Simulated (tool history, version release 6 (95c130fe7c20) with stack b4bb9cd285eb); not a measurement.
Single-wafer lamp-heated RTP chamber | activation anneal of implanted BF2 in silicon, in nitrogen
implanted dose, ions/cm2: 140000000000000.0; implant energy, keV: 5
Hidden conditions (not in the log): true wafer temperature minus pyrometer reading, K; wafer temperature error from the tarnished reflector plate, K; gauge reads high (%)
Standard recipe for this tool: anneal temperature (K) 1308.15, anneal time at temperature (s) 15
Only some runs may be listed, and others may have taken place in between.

run    hour  anneal temperature (K)  anneal time at temperature (s)  wafers since the last listed run  wafers since the last pyrometer calibration  wafers since the reflector plate was cleaned  hours since the gauge calibration  read-back reference wafer on the same gauge, sheet resistance  sheet resistance of the implanted and annealed layer (ohm/square)
  1       0                 1308.15                               9                                 0                                         1098                                          2769                              359.5                                                        1039.36                                                             931.58
  2     118                 1308.15                               9                              1420                                         2518                                          4189                              477.5                                                        1039.02                                                             930.32
  3   153.7                 1308.15                               9                               429                                         2948                                          4619                              513.2                                                        1039.21                                                             926.62
      216.8  -- pyrometer window cleaned and pyrometer calibrated
  4   217.3                 1287.15                              19                               669                                            6                                          5288                              576.8                                                         1038.9                                                              919.8
      284.5  -- reflector plate cleaned
  5     285                 1287.15                              19                               718                                          725                                             6                              644.5                                                        1038.78                                                             924.45
  6   351.1                 1287.15                              19                               795                                         1520                                           801                              710.6                                                        1038.87                                                             921.89
  7   381.8                 1308.15                              15                               369                                         1890                                          1171                              741.3                                                        1039.06                                                             910.94
  8   444.5                 1308.15                              15                               754                                         2645                                          1926                                804                                                        1039.14                                                             906.69
  9   476.4                 1308.15                              15                               384                                         3029                                          2310                              835.9                                                        1038.86                                                             905.09
 10   509.6                 1308.15                              15                               399                                         3428                                          2709                              869.1                                                        1039.19                                                             902.04
      586.6  -- pyrometer window cleaned and pyrometer calibrated
 11   616.2                 1308.15                              15                              1186                                          355                                          3896                              975.7                                                        1039.31                                                             911.73
 12   655.7                 1308.15                              15                               475                                          831                                          4372                             1015.2                                                        1038.96                                                              911.4
 13   704.6                 1308.15                              15                               588                                         1419                                          4960                             1064.1                                                        1039.29                                                             907.55
 14   749.1                 1308.15                              15                               535                                         1955                                          5496                             1108.6                                                        1039.12                                                             905.25
      779.4  -- reflector plate cleaned
 15   804.6                 1333.15                              15                               571                                         2527                                           303                             1164.1                                                        1039.02                                                              887.9
 16   929.9                 1330.15                              12                              1508                                         4035                                          1811                             1289.4                                                        1039.28                                                             891.74
      945.7  -- pyrometer window cleaned and pyrometer calibrated
 17   964.5                 1283.15                              15                               320                                          226                                          2132                               1324                                                         1038.8                                                             935.15
 18  1008.8                 1308.15                              10                               533                                          759                                          2665                             1368.3                                                        1039.03                                                             927.66
 19  1037.7                 1325.15                              24                               347                                         1107                                          3013                             1397.2                                                        1038.99                                                             868.69

Run 20 is up next; what results do you expect?
 20  1103.1                 1294.15                              15                               787                                         1894                                          3800                             1462.6                                                              ?                                                                  ?

Logged for run 20: read-back reference wafer on the same gauge, sheet resistance 1039.17, sheet resistance of the implanted and annealed layer (ohm/square) 918.18.
With no hidden state in the tool, this same run would have given sheet resistance of the implanted and annealed layer (ohm/square) 928.94.
